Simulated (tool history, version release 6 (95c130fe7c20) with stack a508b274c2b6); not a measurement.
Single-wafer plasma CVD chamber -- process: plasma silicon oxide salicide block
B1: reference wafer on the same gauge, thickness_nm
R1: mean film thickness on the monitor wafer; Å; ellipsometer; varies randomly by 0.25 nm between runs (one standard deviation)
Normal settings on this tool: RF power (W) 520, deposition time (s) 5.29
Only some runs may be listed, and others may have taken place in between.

run 1 hour=0.0 | RF_power_(W)=520 deposition_time_(s)=5.29 | B1=55.251 | R1=526.12
run 2 hour=35.8 | RF_power_(W)=520 deposition_time_(s)=5.29 | B1=55.220 | R1=528.02
run 3 hour=211.8 | RF_power_(W)=520 deposition_time_(s)=5.29 | B1=55.339 | R1=524.46
run 4 hour=238.2 | RF_power_(W)=520 deposition_time_(s)=5.29 | B1=55.281 | R1=524.81
run 5 hour=302.6 | RF_power_(W)=520 deposition_time_(s)=5.29 | B1=55.358 | R1=523.03
run 6 hour=369.5 | RF_power_(W)=520 deposition_time_(s)=5.29 | B1=55.339 | R1=520.24
run 7 hour=401.0 | RF_power_(W)=520 deposition_time_(s)=5.29 | B1=55.211 | R1=513.54
run 8 hour=440.6 | RF_power_(W)=520 deposition_time_(s)=5.29 | B1=55.285 | R1=517.39
run 9 hour=471.1 | RF_power_(W)=520 deposition_time_(s)=5.29 | B1=55.277 | R1=520.73
run 10 hour=526.2 | RF_power_(W)=480 deposition_time_(s)=5.29 | B1=55.275 | R1=504.79
run 11 hour=583.1 | RF_power_(W)=480 deposition_time_(s)=5.29 | B1=55.361 | R1=498.60
-- hour=659.3 RF generator calibrated
run 12 hour=659.8 | RF_power_(W)=520 deposition_time_(s)=5.29 | B1=55.296 | R1=529.04
run 13 hour=700.5 | RF_power_(W)=520 deposition_time_(s)=5.29 | B1=55.282 | R1=526.77
run 14 hour=753.3 | RF_power_(W)=520 deposition_time_(s)=5.29 | B1=55.316 | R1=525.58
run 15 hour=814.3 | RF_power_(W)=520 deposition_time_(s)=5.29 | B1=55.321 | R1=527.69
run 16 hour=871.3 | RF_power_(W)=520 deposition_time_(s)=5.29 | B1=55.266 | R1=526.34
run 17 hour=916.2 | RF_power_(W)=520 deposition_time_(s)=5.29 | B1=55.292 | R1=523.11
-- hour=951.3 showerhead replaced
run 18 hour=967.2 | RF_power_(W)=585 deposition_time_(s)=4.66 | B1=55.284 | R1=481.70
run 19 hour=1027.3 | RF_power_(W)=455 deposition_time_(s)=5.29 | B1=55.286 | R1=502.01
run 20 hour=1072.5 | RF_power_(W)=520 deposition_time_(s)=5.29 | B1=55.311 | R1=521.94
run 21 hour=1101.0 | RF_power_(W)=595 deposition_time_(s)=6.32 | B1=55.304 | R1=652.39
run 22 hour=1146.0 | RF_power_(W)=520 deposition_time_(s)=5.29 | B1=55.337 | R1=524.35
run 23 hour=1172.7 | RF_power_(W)=590 deposition_time_(s)=4.49 | B1=55.225 | R1=461.70
run 24 hour=1199.3 | RF_power_(W)=580 deposition_time_(s)=6.13 | B1=55.372 | R1=632.19
run 25 hour=1266.1 | RF_power_(W)=520 deposition_time_(s)=5.29 | B1=55.312 | R1=520.25
run 26 hour=1311.6 | RF_power_(W)=520 deposition_time_(s)=5.29 | B1=55.261 | R1=519.05
run 27 hour=1367.8 | RF_power_(W)=420 deposition_time_(s)=5.82 | B1=55.311 | R1=527.59
run 28 hour=1398.9 | RF_power_(W)=440 deposition_time_(s)=5.29 | B1=55.255 | R1=488.45
run 29 hour=1449.1 | RF_power_(W)=475 deposition_time_(s)=5.90 | B1=55.301 | R1=558.56
run 30 hour=1492.0 | RF_power_(W)=465 deposition_time_(s)=6.05 | B1=55.301 | R1=559.72
run 31 hour=1543.6 | RF_power_(W)=520 deposition_time_(s)=5.29 | B1=55.308 | R1=509.74
-- hour=1555.3 gauge calibrated
run 32 hour=1612.0 | RF_power_(W)=520 deposition_time_(s)=5.29 | B1=55.317 | R1=512.46
run 33 hour=1660.9 | RF_power_(W)=575 deposition_time_(s)=5.02 | B1=55.311 | R1=499.99
-- hour=1689.0 RF generator calibrated
run 34 hour=1714.3 | RF_power_(W)=465 deposition_time_(s)=4.89 | B1=55.314 | R1=463.54
run 35 hour=1782.1 | RF_power_(W)=430 deposition_time_(s)=4.47 | B1=55.315 | R1=410.52
run 36 hour=1808.0 | RF_power_(W)=465 deposition_time_(s)=5.88 | B1=55.315 | R1=556.47

Predict the results of run 37:
run 37 hour=1865.1 | RF_power_(W)=445 deposition_time_(s)=5.69 | B1=? | R1=?

B1: 55.257
R1: 536.46 Å
With no hidden state in the tool, this same run would have given R1 539.11 Å.
